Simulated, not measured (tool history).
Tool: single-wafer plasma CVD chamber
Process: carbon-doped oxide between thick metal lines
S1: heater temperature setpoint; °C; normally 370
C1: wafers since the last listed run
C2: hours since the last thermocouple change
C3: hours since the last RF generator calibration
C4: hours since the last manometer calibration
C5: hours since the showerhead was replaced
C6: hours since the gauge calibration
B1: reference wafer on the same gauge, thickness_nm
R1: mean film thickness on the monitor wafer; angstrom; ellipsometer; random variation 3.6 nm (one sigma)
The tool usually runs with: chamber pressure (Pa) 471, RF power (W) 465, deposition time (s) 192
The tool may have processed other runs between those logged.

run 1 day=0.000 | S1=380 chamber_pressure_(Pa)=471 RF_power_(W)=465 deposition_time_(s)=192 | C1=0 C2=929.9 C3=1934.1 C4=984.1 C5=4343.1 C6=109.0 | B1=919.528 | R1=8619.98
run 2 day=0.612 | S1=380 chamber_pressure_(Pa)=471 RF_power_(W)=465 deposition_time_(s)=192 | C1=181 C2=944.6 C3=1948.8 C4=998.8 C5=4357.8 C6=123.7 | B1=919.562 | R1=8571.15
run 3 day=1.017 | S1=380 chamber_pressure_(Pa)=471 RF_power_(W)=465 deposition_time_(s)=192 | C1=119 C2=954.3 C3=1958.5 C4=1008.5 C5=4367.5 C6=133.4 | B1=918.391 | R1=8629.62
run 4 day=1.679 | S1=370 chamber_pressure_(Pa)=541 RF_power_(W)=465 deposition_time_(s)=192 | C1=196 C2=970.2 C3=1974.4 C4=1024.4 C5=4383.4 C6=149.3 | B1=919.114 | R1=8926.79
run 5 day=2.108 | S1=370 chamber_pressure_(Pa)=471 RF_power_(W)=465 deposition_time_(s)=192 | C1=127 C2=980.5 C3=1984.7 C4=1034.7 C5=4393.7 C6=159.6 | B1=918.863 | R1=8733.91
run 6 day=2.583 | S1=370 chamber_pressure_(Pa)=471 RF_power_(W)=465 deposition_time_(s)=192 | C1=140 C2=991.9 C3=1996.1 C4=1046.1 C5=4405.1 C6=171.0 | B1=918.977 | R1=8738.64
run 7 day=3.275 | S1=370 chamber_pressure_(Pa)=471 RF_power_(W)=465 deposition_time_(s)=192 | C1=204 C2=1008.5 C3=2012.7 C4=1062.7 C5=4421.7 C6=187.6 | B1=918.460 | R1=8736.51
run 8 day=3.546 | S1=370 chamber_pressure_(Pa)=471 RF_power_(W)=465 deposition_time_(s)=192 | C1=80 C2=1015.0 C3=2019.2 C4=1069.2 C5=4428.2 C6=194.1 | B1=918.358 | R1=8729.53
run 9 day=3.917 | S1=370 chamber_pressure_(Pa)=471 RF_power_(W)=465 deposition_time_(s)=192 | C1=109 C2=1023.9 C3=2028.1 C4=1078.1 C5=4437.1 C6=203.0 | B1=918.568 | R1=8697.19
run 10 day=4.321 | S1=370 chamber_pressure_(Pa)=471 RF_power_(W)=465 deposition_time_(s)=192 | C1=119 C2=1033.6 C3=2037.8 C4=1087.8 C5=4446.8 C6=212.7 | B1=918.797 | R1=8756.95
run 11 day=4.996 | S1=370 chamber_pressure_(Pa)=471 RF_power_(W)=465 deposition_time_(s)=192 | C1=199 C2=1049.8 C3=2054.0 C4=1104.0 C5=4463.0 C6=228.9 | B1=918.167 | R1=8687.61
-- day=6.712 showerhead replaced
run 12 day=6.733 | S1=370 chamber_pressure_(Pa)=471 RF_power_(W)=465 deposition_time_(s)=192 | C1=415 C2=1091.5 C3=2095.7 C4=1145.7 C5=0.5 C6=270.6 | B1=919.039 | R1=8682.96
run 13 day=7.025 | S1=370 chamber_pressure_(Pa)=471 RF_power_(W)=465 deposition_time_(s)=192 | C1=86 C2=1098.5 C3=2102.7 C4=1152.7 C5=7.5 C6=277.6 | B1=918.690 | R1=8739.90
run 14 day=7.362 | S1=370 chamber_pressure_(Pa)=549 RF_power_(W)=465 deposition_time_(s)=192 | C1=99 C2=1106.6 C3=2110.8 C4=1160.8 C5=15.6 C6=285.7 | B1=918.281 | R1=8962.06
run 15 day=7.879 | S1=370 chamber_pressure_(Pa)=471 RF_power_(W)=465 deposition_time_(s)=215 | C1=152 C2=1119.0 C3=2123.2 C4=1173.2 C5=28.0 C6=298.1 | B1=919.177 | R1=9691.33
-- day=8.646 capacitance manometer re-zeroed and calibrated
run 16 day=8.667 | S1=383 chamber_pressure_(Pa)=400 RF_power_(W)=435 deposition_time_(s)=226 | C1=134 C2=1137.9 C3=2142.1 C4=0.5 C5=46.9 C6=317.0 | B1=918.651 | R1=9460.37
run 17 day=8.850 | S1=360 chamber_pressure_(Pa)=369 RF_power_(W)=530 deposition_time_(s)=217 | C1=54 C2=1142.3 C3=2146.5 C4=4.9 C5=51.3 C6=321.4 | B1=917.943 | R1=10494.75
run 18 day=9.383 | S1=370 chamber_pressure_(Pa)=471 RF_power_(W)=465 deposition_time_(s)=192 | C1=157 C2=1155.1 C3=2159.3 C4=17.7 C5=64.1 C6=334.2 | B1=918.857 | R1=8717.70
-- day=9.588 gauge calibrated
run 19 day=9.721 | S1=382 chamber_pressure_(Pa)=471 RF_power_(W)=465 deposition_time_(s)=222 | C1=99 C2=1163.2 C3=2167.4 C4=25.8 C5=72.2 C6=3.2 | B1=918.603 | R1=9877.47
run 20 day=10.254 | S1=370 chamber_pressure_(Pa)=471 RF_power_(W)=465 deposition_time_(s)=204 | C1=157 C2=1176.0 C3=2180.2 C4=38.6 C5=85.0 C6=16.0 | B1=918.293 | R1=9271.16
-- day=10.829 RF generator calibrated
-- day=11.325 thermocouple changed; heater temperature recalibrated
run 21 day=11.346 | S1=370 chamber_pressure_(Pa)=471 RF_power_(W)=465 deposition_time_(s)=192 | C1=125 C2=0.5 C3=12.4 C4=64.8 C5=111.2 C6=42.2 | B1=919.579 | R1=8764.07
run 22 day=11.362 | S1=370 chamber_pressure_(Pa)=549 RF_power_(W)=465 deposition_time_(s)=192 | C1=4 C2=0.9 C3=12.8 C4=65.2 C5=111.6 C6=42.6 | B1=919.051 | R1=8943.33
run 23 day=11.617 | S1=370 chamber_pressure_(Pa)=471 RF_power_(W)=410 deposition_time_(s)=192 | C1=75 C2=7.0 C3=18.9 C4=71.3 C5=117.7 C6=48.7 | B1=918.777 | R1=8119.62
run 24 day=12.138 | S1=356 chamber_pressure_(Pa)=471 RF_power_(W)=465 deposition_time_(s)=192 | C1=154 C2=19.5 C3=31.4 C4=83.8 C5=130.2 C6=61.2 | B1=919.781 | R1=8914.54
run 25 day=12.821 | S1=370 chamber_pressure_(Pa)=471 RF_power_(W)=435 deposition_time_(s)=214 | C1=202 C2=35.9 C3=47.8 C4=100.2 C5=146.6 C6=77.6 | B1=919.185 | R1=9414.63
run 26 day=13.212 | S1=370 chamber_pressure_(Pa)=471 RF_power_(W)=425 deposition_time_(s)=160 | C1=115 C2=45.3 C3=57.2 C4=109.6 C5=156.0 C6=87.0 | B1=918.702 | R1=6856.39
run 27 day=13.946 | S1=360 chamber_pressure_(Pa)=471 RF_power_(W)=465 deposition_time_(s)=192 | C1=217 C2=62.9 C3=74.8 C4=127.2 C5=173.6 C6=104.6 | B1=918.798 | R1=8901.81
run 28 day=14.392 | S1=370 chamber_pressure_(Pa)=368 RF_power_(W)=465 deposition_time_(s)=161 | C1=132 C2=73.6 C3=85.5 C4=137.9 C5=184.3 C6=115.3 | B1=918.853 | R1=7101.86

List, for all runs, the conditions of the tool that the log does not record:
wafer temperature above the value expected at the setpoint (K): 0 at every run
delivered RF power above the setpoint (%): 0 at every run
true pressure above the setpoint (%): 0 at every run
gauge reads high (%): 0 at every run
